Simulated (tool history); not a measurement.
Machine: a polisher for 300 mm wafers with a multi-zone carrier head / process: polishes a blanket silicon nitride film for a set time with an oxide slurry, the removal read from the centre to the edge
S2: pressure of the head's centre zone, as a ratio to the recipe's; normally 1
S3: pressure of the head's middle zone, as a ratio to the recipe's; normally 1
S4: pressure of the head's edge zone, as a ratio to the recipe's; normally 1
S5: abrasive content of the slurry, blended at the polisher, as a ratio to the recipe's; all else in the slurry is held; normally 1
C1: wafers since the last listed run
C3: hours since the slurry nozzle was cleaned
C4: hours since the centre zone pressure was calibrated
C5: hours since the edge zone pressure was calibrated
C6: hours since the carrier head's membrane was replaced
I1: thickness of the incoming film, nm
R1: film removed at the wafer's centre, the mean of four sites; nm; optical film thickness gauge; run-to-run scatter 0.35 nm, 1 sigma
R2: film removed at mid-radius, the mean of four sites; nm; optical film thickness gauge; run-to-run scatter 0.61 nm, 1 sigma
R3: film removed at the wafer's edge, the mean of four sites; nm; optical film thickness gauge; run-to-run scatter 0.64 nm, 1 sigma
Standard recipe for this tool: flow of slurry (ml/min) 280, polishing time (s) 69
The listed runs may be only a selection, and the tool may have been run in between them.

Run 1, hour 0: usual settings but S4 0.96; C1 0; wafers polished on this pad 354; C3 79.3; C4 454; C5 521.4; C6 485.2; I1 470.5. Result: R1 50.1 nm, R2 51.7 nm, R3 50.9 nm.
Run 2, hour 29.7: usual settings but S3 0.92; C1 346; wafers polished on this pad 701; C3 109; C4 483.7; C5 551.1; C6 514.9; I1 488.3. Result: R1 49.6 nm, R2 49.2 nm, R3 52.2 nm.
Run 3, hour 56.1: usual settings but S3 0.92; C1 308; wafers polished on this pad 1009; C3 135.4; C4 510.1; C5 577.5; C6 541.3; I1 483.8. Result: R1 49.8 nm, R2 47.6 nm, R3 52.4 nm.
At hour 73.3: worn pad replaced by a new one.
Run 4, hour 87.5: usual settings but S3 0.92; C1 319; wafers polished on this pad 165; C3 166.8; C4 541.5; C5 608.9; C6 572.7; I1 477.7. Result: R1 50.6 nm, R2 48 nm, R3 52.1 nm.
Run 5, hour 118.5: usual settings; C1 361; wafers polished on this pad 526; C3 197.8; C4 572.5; C5 639.9; C6 603.7; I1 484.8. Result: R1 49.8 nm, R2 50.8 nm, R3 52.5 nm.
Run 6, hour 144.4: usual settings; C1 302; wafers polished on this pad 829; C3 223.7; C4 598.4; C5 665.8; C6 629.6; I1 482. Result: R1 50.1 nm, R2 51.5 nm, R3 52.1 nm.
At hour 154.6: edge zone pressure recalibrated.
At hour 156.3: worn pad replaced by a new one.
Run 7, hour 172.9: usual settings but S2 0.97; C1 289; wafers polished on this pad 193; C3 252.2; C4 626.9; C5 18.3; C6 658.1; I1 481.5. Result: R1 48.5 nm, R2 51.5 nm, R3 51.7 nm.
Run 8, hour 195.8: usual settings but S2 0.97; C1 267; wafers polished on this pad 460; C3 275.1; C4 649.8; C5 41.2; C6 681; I1 486.2. Result: R1 49.4 nm, R2 50.7 nm, R3 51.9 nm.
At hour 205.5: centre zone pressure recalibrated.
Run 9, hour 214.7: usual settings but S3 1.03, S4 0.92; C1 197; wafers polished on this pad 658; C3 294; C4 9.2; C5 60.1; C6 699.9; I1 479.2. Result: R1 50.3 nm, R2 53.3 nm, R3 50.1 nm.
Run 10, hour 248.8: usual settings; C1 397; wafers polished on this pad 1055; C3 328.1; C4 43.3; C5 94.2; C6 734; I1 480.5. Result: R1 49.7 nm, R2 51.8 nm, R3 52.1 nm.
At hour 255.1: worn pad replaced by a new one.
At hour 258.4: carrier head's membrane replaced by a new one.
At hour 278.4: slurry nozzle cleaned.
Run 11, hour 283.2: usual settings but S3 0.92; C1 304; wafers polished on this pad 277; C3 4.8; C4 77.7; C5 128.6; C6 24.8; I1 482.2. Result: R1 50.1 nm, R2 48.3 nm, R3 51.4 nm.
Run 12, hour 310.1: usual settings; C1 313; wafers polished on this pad 591; C3 31.7; C4 104.6; C5 155.5; C6 51.7; I1 482.5. Result: R1 50 nm, R2 50.4 nm, R3 51.7 nm.
Run 13, hour 330.7: usual settings but S2 0.89, polishing time (s) 90; C1 240; wafers polished on this pad 832; C3 52.3; C4 125.2; C5 176.1; C6 72.3; I1 477.8. Result: R1 57.8 nm, R2 66.1 nm, R3 67.3 nm.
At hour 352.9: worn pad replaced by a new one.
Run 14, hour 364.6: usual settings but S4 1.12, S5 0.9; C1 348; wafers polished on this pad 136; C3 86.2; C4 159.1; C5 210; C6 106.2; I1 482.3. Result: R1 47.3 nm, R2 48.6 nm, R3 51.8 nm.
Run 15, hour 398.1: usual settings but S2 1.07, S3 0.91, S5 0.75; C1 390; wafers polished on this pad 527; C3 119.7; C4 192.6; C5 243.5; C6 139.7; I1 482.6. Result: R1 46.5 nm, R2 42.1 nm, R3 45.1 nm.
Run 16, hour 429.8: usual settings; C1 369; wafers polished on this pad 897; C3 151.4; C4 224.3; C5 275.2; C6 171.4; I1 482.1. Result: R1 49.5 nm, R2 51.3 nm, R3 51.8 nm.
At hour 447.6: worn pad replaced by a new one.
Run 17, hour 452.6: usual settings but S4 0.91, S5 0.85; C1 219; wafers polished on this pad 58; C3 174.2; C4 247.1; C5 298; C6 194.2; I1 482.5. Result: R1 45.9 nm, R2 46.2 nm, R3 46.4 nm.

Predict each of these 5 candidate next runs independently; none follows another, all start after run 17:
Run A, hour 453.1: usual settings but flow of slurry (ml/min) 205; C1 5; wafers polished on this pad 64; C3 174.7; C4 247.6; C5 298.5; C6 194.7; I1 485.6. Result: R1 ?, R2 ?, R3 ?.
Run B, hour 453.1: usual settings but flow of slurry (ml/min) 370, S5 1.25, polishing time (s) 53; C1 5; wafers polished on this pad 64; C3 174.7; C4 247.6; C5 298.5; C6 194.7; I1 485.6. Result: R1 ?, R2 ?, R3 ?.
Run C, hour 453.1: usual settings but S2 1.06, S3 1.11; C1 5; wafers polished on this pad 64; C3 174.7; C4 247.6; C5 298.5; C6 194.7; I1 485.6. Result: R1 ?, R2 ?, R3 ?.
Run D, hour 453.1: usual settings but S4 0.94, S5 0.85; C1 5; wafers polished on this pad 64; C3 174.7; C4 247.6; C5 298.5; C6 194.7; I1 485.6. Result: R1 ?, R2 ?, R3 ?.
Run E, hour 453.1: usual settings but S3 1.1; C1 5; wafers polished on this pad 64; C3 174.7; C4 247.6; C5 298.5; C6 194.7; I1 485.6. Result: R1 ?, R2 ?, R3 ?.

run    R1    R2    R3
  A  48.9    49  50.8
  B  43.4  43.2  44.3
  C  53.4  54.8  51.6
  D  46.6  46.5  46.7
  E  50.3  54.4  51.7
Without the tool's unlogged condition, the same runs would have read:
run    R1    R2    R3
  A  48.9    49  50.8
  B  43.4  43.2  44.3
  C  53.4  54.8  51.6
  D  46.6  46.5  46.7
  E  50.3  54.4  51.7

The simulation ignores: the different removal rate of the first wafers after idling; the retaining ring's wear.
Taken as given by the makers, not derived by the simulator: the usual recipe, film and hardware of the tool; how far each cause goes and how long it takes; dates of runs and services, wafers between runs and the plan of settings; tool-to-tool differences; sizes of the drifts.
